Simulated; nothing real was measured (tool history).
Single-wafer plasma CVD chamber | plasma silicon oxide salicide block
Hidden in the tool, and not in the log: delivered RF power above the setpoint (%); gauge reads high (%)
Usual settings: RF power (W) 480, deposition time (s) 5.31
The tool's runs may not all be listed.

run,hour,RF power (W),deposition time (s),wafers since the last listed run,hours since the last RF generator calibration,hours since the showerhead was replaced,hours since the gauge calibration,"read-back reference wafer on the same gauge, thickness_nm",mean film thickness on the monitor wafer (Å)
1,0,480,5.31,0,1742.4,4054.2,143.2,47.699,511.14
2,8.5,480,5.31,273,1750.9,4062.7,151.7,47.697,509.74
3,19.1,480,5.31,340,1761.5,4073.3,162.3,47.696,509.01
4,35.1,480,5.31,514,1777.5,4089.3,178.3,47.697,510.71
5,43.8,480,5.31,279,1786.2,4098,187,47.705,508.63
6,65.7,480,5.31,704,1808.1,4119.9,208.9,47.703,510.67
7,73.2,430,4.74,241,1815.6,4127.4,216.4,47.699,441.36
8,86.9,430,4.74,440,1829.3,4141.1,230.1,47.681,440.59
9,94.2,430,4.74,234,1836.6,4148.4,237.4,47.69,441.44
10,111.6,480,5.09,559,1854,4165.8,254.8,47.729,487.87
11,128,480,5.09,527,1870.4,4182.2,271.2,47.687,488.14
12,145.6,480,5.09,566,1888,4199.8,288.8,47.708,488.31
13,154.5,445,5.31,286,1896.9,4208.7,297.7,47.692,499.66
14,171.3,480,5.84,540,1913.7,4225.5,314.5,47.717,559.82
15,187.6,480,5.84,524,1930,4241.8,330.8,47.722,559.55
16,204.2,480,5.84,533,1946.6,4258.4,347.4,47.722,560.96
17,221.4,480,4.95,553,1963.8,4275.6,364.6,47.719,475.02
18,233.5,480,4.95,389,1975.9,4287.7,376.7,47.709,474.39
19,247,480,4.95,434,1989.4,4301.2,390.2,47.717,474.21
20,261.4,480,5.31,463,2003.8,4315.6,404.6,47.694,509.7
21,275.6,515,5.31,456,2018,4329.8,418.8,47.698,519.49
22,291.1,480,5.31,498,2033.5,4345.3,434.3,47.712,509.64
23,304.4,480,4.28,427,2046.8,4358.6,447.6,47.678,410.85
# hour 327: showerhead replaced
24,327.5,535,6.24,485,2069.9,0.5,470.7,47.724,615.32
25,334.1,445,4.67,212,2076.5,7.1,477.3,47.701,438.07
# hour 335.9: gauge calibrated
26,350.6,480,5.09,530,2093,23.6,14.7,47.698,486.11
27,358.6,480,4.95,257,2101,31.6,22.7,47.699,473.1
28,371,415,4.63,398,2113.4,44,35.1,47.705,425.74
29,384.1,480,5.31,421,2126.5,57.1,48.2,47.696,508.45
30,392.8,525,6.19,279,2135.2,65.8,56.9,47.689,607.35
# hour 402.9: RF generator calibrated
31,403.4,480,5.31,83,0.5,76.4,67.5,47.689,519.24
32,411.2,390,5.82,250,8.3,84.2,75.3,47.719,538.49
33,423.3,565,6.31,389,20.4,96.3,87.4,47.691,646.97
34,433.4,480,4.28,324,30.5,106.4,97.5,47.714,419.51
35,446.3,420,4.76,414,43.4,119.3,110.4,47.704,449.12
36,463.1,570,4.93,540,60.2,136.1,127.2,47.684,504.68
37,476.1,480,5.31,418,73.2,149.1,140.2,47.712,519.73
38,485.1,400,6.23,289,82.2,158.1,149.2,47.692,581.59
39,496.3,450,5.9,360,93.4,169.3,160.4,47.707,568.17
40,503.7,480,5.31,238,100.8,176.7,167.8,47.699,519.02
41,515.1,415,5.31,366,112.2,188.1,179.2,47.711,499.79
42,559.2,525,6.11,1418,156.3,232.2,223.3,47.697,611.88
43,568.8,505,5.31,308,165.9,241.8,232.9,47.727,527.21
44,584.6,445,5.59,508,181.7,257.6,248.7,47.709,534.76

What the log doesn't show, run by run:
gauge reads high (%): 0 in every run
H1: delivered RF power above the setpoint (%)
run,H1
1,-6.99
2,-7.02
3,-7.06
4,-7.12
5,-7.16
6,-7.24
7,-7.27
8,-7.32
9,-7.34
10,-7.41
11,-7.47
12,-7.54
13,-7.57
14,-7.63
15,-7.69
16,-7.76
17,-7.82
18,-7.87
19,-7.92
20,-7.97
21,-8.02
22,-8.08
23,-8.13
24,-8.22
25,-8.24
26,-8.3
27,-8.33
28,-8.38
29,-8.43
30,-8.46
31,-0.347
32,-0.376
33,-0.421
34,-0.459
35,-0.508
36,-0.57
37,-0.619
38,-0.653
39,-0.695
40,-0.722
41,-0.765
42,-0.93
43,-0.966
44,-1.02
